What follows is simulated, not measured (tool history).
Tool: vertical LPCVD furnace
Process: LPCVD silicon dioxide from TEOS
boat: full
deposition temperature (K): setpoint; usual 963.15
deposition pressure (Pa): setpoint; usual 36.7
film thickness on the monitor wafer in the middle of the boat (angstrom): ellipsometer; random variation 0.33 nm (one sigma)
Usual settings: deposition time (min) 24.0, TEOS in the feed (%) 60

| run | day | deposition temperature (K) | deposition pressure (Pa) | deposition time (min) | TEOS in the feed (%) | read-back reference wafer on the same gauge, thickness | film thickness on the monitor wafer in the middle of the boat (angstrom) |
|---|---|---|---|---|---|---|---|
| 1 | 0.000 | 968.15 | 36.7 | 24.0 | 60 | 133.98 | 1673.1 |
| 2 | 0.371 | 963.15 | 36.7 | 17.5 | 63 | 133.97 | 1116.1 |
| 3 | 1.112 | 963.15 | 36.7 | 17.5 | 63 | 134.00 | 1110.9 |
| 4 | 1.779 | 963.15 | 36.7 | 17.5 | 63 | 134.01 | 1106.0 |
| 5 | 2.033 | 963.15 | 36.7 | 24.0 | 60 | 134.01 | 1482.6 |
| 6 | 2.346 | 963.15 | 36.7 | 24.0 | 60 | 133.91 | 1487.8 |
| 7 | 3.004 | 963.15 | 36.7 | 24.0 | 51 | 134.02 | 1369.5 |
| 8 | 3.554 | 963.15 | 36.7 | 31.0 | 60 | 134.08 | 1927.9 |
| 9 | 4.250 | 963.15 | 36.7 | 31.0 | 60 | 133.92 | 1928.7 |
| 10 | 4.646 | 963.15 | 36.7 | 31.0 | 60 | 133.95 | 1932.4 |
| 11 | 5.138 | 954.15 | 36.7 | 24.0 | 66 | 134.07 | 1259.5 |
| 12 | 5.825 | 955.15 | 30.7 | 24.0 | 71 | 133.98 | 1228.4 |
| 13 | 6.288 | 963.15 | 36.7 | 24.0 | 60 | 133.99 | 1497.2 |
| 14 | 6.938 | 963.15 | 32.7 | 24.0 | 60 | 133.91 | 1406.3 |
| 15 | 7.512 | 967.15 | 36.7 | 24.0 | 60 | 134.05 | 1634.3 |
|  | 8.362 | gauge calibrated |
|  | 8.912 | thermocouples replaced and temperature profile calibrated |
| 16 | 8.933 | 963.15 | 36.7 | 24.0 | 60 | 134.02 | 1382.3 |
| 17 | 9.071 | 951.15 | 33.3 | 24.0 | 68 | 134.06 | 1055.5 |
| 18 | 9.212 | 963.15 | 44.0 | 24.0 | 60 | 134.01 | 1518.8 |

Forecast run 19:
|  | 10.733 | pressure gauge zeroed |
| 19 | 10.754 | 953.15 | 32.7 | 14.5 | 60 | ? | ? |

{"run 19": {"read-back reference wafer on the same gauge, thickness": 134.03, "film thickness on the monitor wafer in the middle of the boat (angstrom)": 622.4}}
Without the tool's hidden state the same run would have given film thickness on the monitor wafer in the middle of the boat (angstrom) 614.8.
